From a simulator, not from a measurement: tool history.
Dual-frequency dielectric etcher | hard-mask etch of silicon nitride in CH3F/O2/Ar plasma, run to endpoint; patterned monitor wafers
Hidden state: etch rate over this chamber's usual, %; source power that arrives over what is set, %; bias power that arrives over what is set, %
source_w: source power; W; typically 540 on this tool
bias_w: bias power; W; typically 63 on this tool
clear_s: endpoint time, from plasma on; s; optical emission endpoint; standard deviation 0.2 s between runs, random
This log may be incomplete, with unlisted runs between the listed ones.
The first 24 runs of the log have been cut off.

run	day	source_w	bias_w	wafers since the last listed run	hours since the last wet clean	hours since the last source power generator calibration	hours since the last bias power generator calibration	hours since the last upper electrode change	incoming incoming film thickness, nm	clear_s
25	49.383	540	52	292	190.5	866.4	909.3	377.4	33.93	51.2
26	52.117	540	63	485	256.1	932	974.9	443	34.08	48.5
27	53.2	420	57	192	282.1	958	1000.9	469	33.73	52.1
28	55.192	540	78	353	329.9	1005.8	1048.7	516.8	34.12	45.8
29	57.875	540	79	476	394.3	1070.2	1113.1	581.2	33.91	45.9
# day 60.85: wet clean of the chamber
30	60.871	540	56	354	0.5	1142.1	1185	653.1	33.46	49.4
31	61.996	590	74	199	27.5	1169.1	1212	680.1	34.27	46
32	64.362	500	57	420	84.3	1225.9	1268.8	736.9	33.5	50.2
33	66.583	420	63	394	137.6	1279.2	1322.1	790.2	33.84	51.3
34	69.583	540	63	532	209.6	1351.2	1394.1	862.2	34.07	48.3
35	72.075	670	56	442	269.4	1411	1453.9	922	34.05	47.4
36	74.738	650	75	472	333.3	1474.9	1517.8	985.9	33.67	44.1

Predict each of these 3 candidate next runs independently; none follows another, all start after run 36:
A	74.754	630	63	2	333.7	1475.3	1518.2	986.3	34.19	?
B	74.754	590	63	2	333.7	1475.3	1518.2	986.3	34.19	?
C	74.754	440	71	2	333.7	1475.3	1518.2	986.3	34.19	?

run	clear_s
A	46.8
B	47.6
C	49.6
Without the tool's hidden state the same runs would have given:
run	clear_s
A	46.8
B	47.6
C	49.6
